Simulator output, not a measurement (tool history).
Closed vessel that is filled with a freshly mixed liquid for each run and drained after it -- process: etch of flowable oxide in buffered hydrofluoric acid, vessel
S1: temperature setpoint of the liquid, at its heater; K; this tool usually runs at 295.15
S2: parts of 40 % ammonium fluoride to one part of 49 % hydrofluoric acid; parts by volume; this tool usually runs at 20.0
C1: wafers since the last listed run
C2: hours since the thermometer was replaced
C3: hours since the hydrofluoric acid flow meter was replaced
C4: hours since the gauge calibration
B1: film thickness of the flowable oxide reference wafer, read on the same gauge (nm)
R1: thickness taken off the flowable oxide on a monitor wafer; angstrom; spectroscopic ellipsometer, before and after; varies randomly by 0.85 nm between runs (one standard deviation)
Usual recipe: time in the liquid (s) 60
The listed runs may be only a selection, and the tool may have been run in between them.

run 1 hour=0.0 | S1=295.15 S2=23.5 time_in_the_liquid_(s)=35 | C1=0 C2=745.9 C3=1419.4 C4=917.7 | B1=130.03 | R1=514.1
-- hour=97.5 hydrofluoric acid flow meter replaced
run 2 hour=302.6 | S1=295.15 S2=20.0 time_in_the_liquid_(s)=60 | C1=45906 C2=1048.5 C3=205.1 C4=1220.3 | B1=131.38 | R1=1014.0
run 3 hour=360.9 | S1=295.15 S2=20.0 time_in_the_liquid_(s)=60 | C1=8873 C2=1106.8 C3=263.4 C4=1278.6 | B1=131.68 | R1=1014.2
run 4 hour=447.3 | S1=295.15 S2=20.0 time_in_the_liquid_(s)=60 | C1=13150 C2=1193.2 C3=349.8 C4=1365.0 | B1=132.15 | R1=987.1
run 5 hour=549.8 | S1=295.15 S2=18.0 time_in_the_liquid_(s)=60 | C1=15601 C2=1295.7 C3=452.3 C4=1467.5 | B1=132.74 | R1=1105.4
run 6 hour=595.8 | S1=295.15 S2=18.0 time_in_the_liquid_(s)=60 | C1=7001 C2=1341.7 C3=498.3 C4=1513.5 | B1=133.03 | R1=1120.3
run 7 hour=649.8 | S1=295.15 S2=18.0 time_in_the_liquid_(s)=60 | C1=8219 C2=1395.7 C3=552.3 C4=1567.5 | B1=133.36 | R1=1105.9
run 8 hour=723.1 | S1=296.65 S2=20.0 time_in_the_liquid_(s)=60 | C1=11156 C2=1469.0 C3=625.6 C4=1640.8 | B1=133.87 | R1=1095.3
run 9 hour=804.5 | S1=296.65 S2=20.0 time_in_the_liquid_(s)=60 | C1=12389 C2=1550.4 C3=707.0 C4=1722.2 | B1=134.41 | R1=1118.0
-- hour=862.4 thermometer replaced
run 10 hour=863.3 | S1=295.15 S2=20.0 time_in_the_liquid_(s)=60 | C1=8797 C2=0.9 C3=765.8 C4=1781.0 | B1=134.87 | R1=1030.2
run 11 hour=943.2 | S1=295.15 S2=20.0 time_in_the_liquid_(s)=60 | C1=12161 C2=80.8 C3=845.7 C4=1860.9 | B1=135.46 | R1=1024.5
run 12 hour=1038.6 | S1=295.15 S2=20.0 time_in_the_liquid_(s)=60 | C1=14520 C2=176.2 C3=941.1 C4=1956.3 | B1=136.21 | R1=1039.7
run 13 hour=1126.8 | S1=295.15 S2=20.0 time_in_the_liquid_(s)=60 | C1=13424 C2=264.4 C3=1029.3 C4=2044.5 | B1=136.96 | R1=1031.9
run 14 hour=1224.1 | S1=295.15 S2=20.0 time_in_the_liquid_(s)=60 | C1=14809 C2=361.7 C3=1126.6 C4=2141.8 | B1=137.79 | R1=1052.5
run 15 hour=1270.3 | S1=295.15 S2=20.0 time_in_the_liquid_(s)=60 | C1=7032 C2=407.9 C3=1172.8 C4=2188.0 | B1=138.19 | R1=1038.0
run 16 hour=1336.1 | S1=295.15 S2=20.0 time_in_the_liquid_(s)=60 | C1=10015 C2=473.7 C3=1238.6 C4=2253.8 | B1=138.80 | R1=1059.3
run 17 hour=1422.5 | S1=295.15 S2=22.5 time_in_the_liquid_(s)=60 | C1=13150 C2=560.1 C3=1325.0 C4=2340.2 | B1=139.65 | R1=979.3

Expected results for the next run?
run 18 hour=1476.9 | S1=290.65 S2=14.0 time_in_the_liquid_(s)=45 | C1=8280 C2=614.5 C3=1379.4 C4=2394.6 | B1=? | R1=?

Run 18 produced B1 140.15, R1 880.2 angstrom.
Without the tool's hidden state the same run would have given R1 816.4 angstrom.
